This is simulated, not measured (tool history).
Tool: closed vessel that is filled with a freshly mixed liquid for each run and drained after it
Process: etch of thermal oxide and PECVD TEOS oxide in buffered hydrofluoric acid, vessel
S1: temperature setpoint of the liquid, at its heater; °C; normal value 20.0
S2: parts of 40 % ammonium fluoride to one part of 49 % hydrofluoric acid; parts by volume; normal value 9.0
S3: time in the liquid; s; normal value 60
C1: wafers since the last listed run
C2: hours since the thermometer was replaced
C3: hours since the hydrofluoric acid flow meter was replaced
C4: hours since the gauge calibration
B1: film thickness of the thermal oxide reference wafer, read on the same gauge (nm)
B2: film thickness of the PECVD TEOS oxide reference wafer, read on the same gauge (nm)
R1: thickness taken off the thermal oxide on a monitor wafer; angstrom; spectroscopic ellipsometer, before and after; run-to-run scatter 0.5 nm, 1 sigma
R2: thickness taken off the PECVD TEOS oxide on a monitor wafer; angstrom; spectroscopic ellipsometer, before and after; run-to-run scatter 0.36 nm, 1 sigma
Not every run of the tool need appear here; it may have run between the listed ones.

run    hour    S1    S2  S3     C1      C2      C3      C4     B1      B2     R1      R2
  1     0.0  20.0   9.0  60      0   502.8   605.7   781.9  85.49  123.49  528.5   706.8
  2    91.3  20.0   9.0  60  12292   594.1   697.0   873.2  85.25  123.11  536.7   709.4
  3   178.1  20.0   9.0  60  11686   680.9   783.8   960.0  85.06  122.89  535.4   704.2
  4   276.9  20.0   9.0  40  13302   779.7   882.6  1058.8  84.86  122.60  352.1   465.9
  5   337.8  20.0  11.5  60   8199   840.6   943.5  1119.7  84.76  122.43  428.2   577.6
  6   436.9  20.0   9.0  60  13342   939.7  1042.6  1218.8  84.61  122.27  527.9   695.8
  7   489.5  20.0   9.0  60   7082   992.3  1095.2  1271.4  84.55  122.15  532.8   692.0
  8   578.6  20.0  11.0  60  11996  1081.4  1184.3  1360.5  84.46  122.01  448.8   594.1
  9   673.0  20.0  11.0  60  12710  1175.8  1278.7  1454.9  84.36  121.87  449.9   596.8
 10   811.6  20.0   9.0  60  18661  1314.4  1417.3  1593.5  84.27  121.73  519.4   699.5
 11   860.0  20.0   9.0  70   6516  1362.8  1465.7  1641.9  84.24  121.65  613.5   808.6
 12   958.5  21.5   9.0  60  13262  1461.3  1564.2  1740.4  84.20  121.59  569.1   752.6
     1006.9  -- gauge calibrated
 13  1025.4  17.0   7.0  90   9007  1528.2  1631.1    18.5  90.57  130.82  933.7  1237.1
 14  1087.1  22.0  11.0  60   8307  1589.9  1692.8    80.2  89.93  129.92  533.9   709.7
 15  1128.9  20.0  10.5  95   5628  1631.7  1734.6   122.0  89.51  129.35  784.8  1050.1
 16  1176.9  20.0   9.0  60   6462  1679.7  1782.6   170.0  89.10  128.71  556.4   733.1
 17  1237.0  18.5   6.5  60   8091  1739.8  1842.7   230.1  88.62  127.98  703.6   939.7
     1317.4  -- thermometer replaced
 18  1332.9  17.0   9.0  60  12777    15.5  1938.6   326.0  87.97  127.04  463.1   615.9
 19  1378.9  20.0   9.0  60   6193    61.5  1984.6   372.0  87.67  126.64  552.0   723.5
 20  1415.4  20.0   9.0  60   4914    98.0  2021.1   408.5  87.48  126.35  532.8   725.2
     1429.3  -- hydrofluoric acid flow meter replaced
 21  1463.5  20.0   9.0  60   6341   146.1    34.2   456.6  87.22  126.00  552.0   724.0
 22  1502.7  17.0   7.0  80   5277   185.3    73.4   495.8  87.03  125.74  802.8  1063.9
 23  1595.4  24.0   9.0  60  12481   278.0   166.1   588.5  86.66  125.16  668.8   889.6
 24  1686.5  23.0  12.0  45  12265   369.1   257.2   679.6  86.30  124.65  369.3   493.2
 25  1780.7  20.0   9.0  60  12683   463.3   351.4   773.8  86.01  124.21  531.7   711.8
 26  2065.9  18.5   7.5  80  38399   748.5   636.6  1059.0  85.36  123.32  803.4  1050.2
 27  2129.7  20.0   9.0  60   8590   812.3   700.4  1122.8  85.25  123.13  537.5   703.8

Forecast each of these 3 alternatives for the next run:
  A  2130.4  20.0   9.0  60  94  813.0  701.1  1123.5   ?   ?   ?   ?
  B  2130.4  20.0  10.5  60  94  813.0  701.1  1123.5   ?   ?   ?   ?
  C  2130.4  20.0   9.0  45  94  813.0  701.1  1123.5   ?   ?   ?   ?

run     B1      B2     R1     R2
  A  85.27  123.17  529.9  699.5
  B  85.27  123.17  472.9  624.2
  C  85.27  123.17  397.4  524.6
Had the tool no hidden state, the same runs would have come out as:
run     R1     R2
  A  559.4  738.4
  B  499.2  658.9
  C  419.6  553.8

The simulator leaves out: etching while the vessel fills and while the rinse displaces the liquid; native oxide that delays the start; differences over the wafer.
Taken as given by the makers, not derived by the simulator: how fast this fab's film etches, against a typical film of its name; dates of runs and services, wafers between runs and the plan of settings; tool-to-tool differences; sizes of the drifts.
